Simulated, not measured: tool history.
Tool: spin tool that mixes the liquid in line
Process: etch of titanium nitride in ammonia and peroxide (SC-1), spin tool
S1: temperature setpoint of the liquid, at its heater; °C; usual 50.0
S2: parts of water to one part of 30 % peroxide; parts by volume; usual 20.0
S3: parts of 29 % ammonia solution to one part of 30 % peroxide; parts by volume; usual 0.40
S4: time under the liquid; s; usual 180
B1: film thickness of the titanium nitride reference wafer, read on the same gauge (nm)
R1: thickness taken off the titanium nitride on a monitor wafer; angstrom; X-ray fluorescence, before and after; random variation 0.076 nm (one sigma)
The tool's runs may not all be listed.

run,hour,S1,S2,S3,S4,B1,R1
1,0.0,50.0,20.0,0.40,180,49.97,87.6
2,28.8,50.0,20.0,0.40,180,50.02,86.2
3,56.3,50.0,20.0,0.40,180,49.99,86.4
4,69.8,50.0,20.0,0.40,180,50.03,85.7
5,95.6,50.0,20.0,0.40,180,50.03,87.1
6,116.6,50.0,20.0,0.40,180,49.98,87.8
7,149.7,50.0,20.0,0.40,180,50.01,87.2
# hour 158.2: thermometer replaced
8,183.7,50.0,25.5,0.40,180,50.00,63.1
# hour 217.0: new drum of ammonia solution connected
# hour 225.6: heated supply line repaired
9,272.0,50.0,20.0,0.20,180,50.00,73.4
# hour 288.1: gauge calibrated
10,299.0,58.0,11.5,0.25,255,49.96,255.1
11,314.2,47.0,20.0,0.60,180,49.98,73.8
12,328.9,53.5,30.0,0.20,255,49.99,104.9
13,352.9,50.0,23.5,0.20,220,50.01,81.6
14,368.6,41.5,20.0,0.40,225,50.01,57.2
15,396.0,50.0,20.0,0.40,180,49.98,82.7
# hour 408.8: ammonia flow meter replaced
16,428.9,50.0,20.0,0.40,180,50.02,85.0
17,450.6,50.0,11.5,0.40,90,50.02,56.0
# hour 457.7: new drum of ammonia solution connected
18,483.2,50.0,27.5,0.40,260,49.98,101.2
19,511.8,50.0,20.0,0.55,130,49.97,63.8
20,536.5,47.0,14.5,0.30,75,50.01,32.5
21,566.2,50.0,20.0,0.40,180,50.00,84.3
22,588.0,44.0,25.0,0.40,180,50.02,47.9
23,605.8,50.0,10.0,0.40,250,50.01,169.3
24,632.0,50.0,20.0,0.40,180,49.99,83.7
# hour 653.7: new drum of ammonia solution connected
25,660.2,50.0,20.0,0.55,180,50.00,88.7

What the log doesn't show, run by run:
ammonia flow below the setpoint (%): 0 in every run
ammonia solution weaker than its label (%): 0 in every run
gauge reads high (%): 0 in every run
H1: liquid hotter than its thermometer reads (K)
H2: temperature lost on the way to the wafer (K)
run,H1,H2
1,2.39,1.83
2,2.41,1.86
3,2.44,1.89
4,2.45,1.9
5,2.47,1.93
6,2.49,1.95
7,2.52,1.99
8,0.146,2.02
9,0.22,0.118
10,0.242,0.147
11,0.255,0.163
12,0.267,0.178
13,0.287,0.204
14,0.3,0.22
15,0.323,0.249
16,0.351,0.284
17,0.369,0.307
18,0.396,0.341
19,0.42,0.372
20,0.44,0.398
21,0.465,0.429
22,0.483,0.452
23,0.498,0.471
24,0.52,0.499
25,0.544,0.528
